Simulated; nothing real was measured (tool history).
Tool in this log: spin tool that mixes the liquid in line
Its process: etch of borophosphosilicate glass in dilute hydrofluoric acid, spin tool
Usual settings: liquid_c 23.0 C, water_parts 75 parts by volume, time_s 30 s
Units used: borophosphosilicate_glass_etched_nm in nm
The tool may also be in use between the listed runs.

run	hour	liquid_c	water_parts	time_s	wafers since the last listed run	hours since the thermometer was replaced	hours since the hydrofluoric acid flow meter was replaced	hours since the gauge calibration	read-back film thickness of the borophosphosilicate glass reference wafer, read on the same gauge (nm)	borophosphosilicate_glass_etched_nm
1	0.0	23.0	75	30	0	145.9	477.3	287.3	50.00	17.93
2	40.6	23.0	75	30	833	186.5	517.9	327.9	49.99	17.64
3	252.0	23.0	75	30	4337	397.9	729.3	539.3	50.00	17.98
4	293.5	22.0	75	45	851	439.4	770.8	580.8	50.01	26.05
5	346.3	22.0	75	45	1083	492.2	823.6	633.6	50.01	26.22
# hour 365.1: thermometer replaced
6	384.5	22.0	75	45	763	19.4	861.8	671.8	50.00	26.10
7	432.3	23.0	45	30	980	67.2	909.6	719.6	49.99	32.18
# hour 461.4: hydrofluoric acid flow meter replaced
8	496.9	19.0	75	30	1305	131.8	35.5	784.2	50.00	14.31
9	543.5	25.0	75	45	956	178.4	82.1	830.8	50.01	27.68
# hour 551.9: gauge calibrated
10	583.0	19.5	45	35	810	217.9	121.6	31.1	50.00	29.33
11	624.8	24.5	90	45	857	259.7	163.4	72.9	49.98	22.18
12	654.9	22.0	75	45	617	289.8	193.5	103.0	50.00	25.14
13	702.4	23.0	75	30	974	337.3	241.0	150.5	50.01	17.39
14	757.7	23.0	75	45	1134	392.6	296.3	205.8	50.02	25.89

Entry by entry between the runs, the difference in hidden state between the last listed run before and the first listed run after:
From run 5 to run 6: thermometer replaced (hour 365.1)
  hydrofluoric acid flow above the setpoint (%): 7.3 -> 7.64
  measured result minus the result with no hidden state, borophosphosilicate_glass_etched_nm: +1.93 -> +2.01 nm
From run 7 to run 8: hydrofluoric acid flow meter replaced (hour 461.4)
  hydrofluoric acid flow above the setpoint (%): 8.06 -> 0.456
  measured result minus the result with no hidden state, borophosphosilicate_glass_etched_nm: +2.53 -> +0.07 nm
From run 9 to run 10: gauge calibrated (hour 551.9)
  hydrofluoric acid flow above the setpoint (%): 0.868 -> 1.22
  measured result minus the result with no hidden state, borophosphosilicate_glass_etched_nm: +0.27 -> +0.37 nm

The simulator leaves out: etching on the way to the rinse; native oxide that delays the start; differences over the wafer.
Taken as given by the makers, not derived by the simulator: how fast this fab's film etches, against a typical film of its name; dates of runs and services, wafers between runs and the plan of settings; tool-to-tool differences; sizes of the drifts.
